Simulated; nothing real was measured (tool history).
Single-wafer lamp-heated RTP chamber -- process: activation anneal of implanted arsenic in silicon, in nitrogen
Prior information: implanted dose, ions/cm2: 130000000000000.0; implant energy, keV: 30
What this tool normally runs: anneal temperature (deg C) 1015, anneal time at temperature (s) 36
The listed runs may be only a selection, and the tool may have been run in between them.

run   hour  anneal temperature (deg C)  anneal time at temperature (s)  read-back reference wafer on the same gauge, sheet resistance  sheet resistance of the implanted and annealed layer (ohm/square)
  1    0.0                        1015                              44                                                         526.56                                                             505.34
  2   15.0                        1015                              44                                                         526.67                                                             505.04
  3   44.4                        1015                              44                                                         526.70                                                             505.28
  4   66.3                        1001                              36                                                         527.18                                                             506.84
  5   87.1                        1032                              44                                                         527.43                                                             504.44
  6  117.7                        1032                              44                                                         527.69                                                             503.19
  7  137.4                        1032                              44                                                         527.78                                                             503.88
  8  150.7                        1015                              36                                                         527.80                                                             507.21
  9  172.1                        1015                              36                                                         528.01                                                             507.51
 10  196.2                        1015                              36                                                         528.14                                                             506.91
 11  214.7                        1015                              28                                                         528.38                                                             509.10
 12  235.3                        1015                              28                                                         528.61                                                             508.12
     257.9  -- reflector plate cleaned
     288.7  -- pyrometer window cleaned and pyrometer calibrated
 13  289.2                        1015                              28                                                         528.82                                                             509.41
 14  297.0                        1015                              36                                                         529.14                                                             508.38
 15  317.0                        1015                              36                                                         528.87                                                             507.99
 16  346.6                        1015                              36                                                         529.37                                                             509.22
 17  359.8                        1015                              36                                                         529.52                                                             509.09
 18  374.6                        1015                              36                                                         529.63                                                             508.99
 19  407.0                        1015                              36                                                         529.79                                                             509.15
 20  421.1                         989                              36                                                         529.86                                                             511.86
     441.9  -- gauge calibrated
 21  446.6                        1041                              26                                                         522.05                                                             500.32
 22  477.5                        1039                              29                                                         522.31                                                             500.22
 23  497.0                        1003                              36                                                         522.10                                                             503.58
 24  513.6                         988                              36                                                         522.73                                                             504.23
 25  527.3                        1015                              36                                                         522.62                                                             502.31
 26  541.6                        1015                              36                                                         522.95                                                             502.03
 27  572.0                        1035                              54                                                         523.25                                                             497.25
 28  589.8                        1000                              45                                                         523.21                                                             503.17
 29  615.4                        1034                              30                                                         523.45                                                             500.92
     625.7  -- pyrometer window cleaned and pyrometer calibrated
 30  642.0                        1044                              56                                                         523.46                                                             496.10
 31  675.6                         997                              25                                                         524.06                                                             505.72
 32  703.0                        1025                              25                                                         523.99                                                             503.31
     723.3  -- reflector plate cleaned
 33  723.8                         991                              23                                                         524.18                                                             507.23
 34  753.6                        1031                              17                                                         524.58                                                             507.06
 35  775.8                        1015                              36                                                         524.71                                                             502.28
 36  800.5                        1015                              36                                                         524.89                                                             504.27
 37  812.8                        1027                              36                                                         524.96                                                             501.99

The tool's hidden state at each run:
true wafer temperature minus pyrometer reading, K: 0 across all the runs
wafer temperature error from the tarnished reflector plate, K: 0 across all the runs
H1: gauge reads high (%)
run      H1
  1    0.88
  2   0.903
  3   0.946
  4   0.979
  5    1.01
  6    1.06
  7    1.08
  8     1.1
  9    1.14
 10    1.17
 11     1.2
 12    1.23
 13    1.31
 14    1.32
 15    1.35
 16     1.4
 17    1.41
 18    1.44
 19    1.48
 20    1.51
 21  0.0165
 22  0.0623
 23  0.0913
 24   0.116
 25   0.136
 26   0.158
 27   0.203
 28   0.229
 29   0.267
 30   0.307
 31   0.356
 32   0.397
 33   0.428
 34   0.472
 35   0.505
 36   0.542
 37    0.56

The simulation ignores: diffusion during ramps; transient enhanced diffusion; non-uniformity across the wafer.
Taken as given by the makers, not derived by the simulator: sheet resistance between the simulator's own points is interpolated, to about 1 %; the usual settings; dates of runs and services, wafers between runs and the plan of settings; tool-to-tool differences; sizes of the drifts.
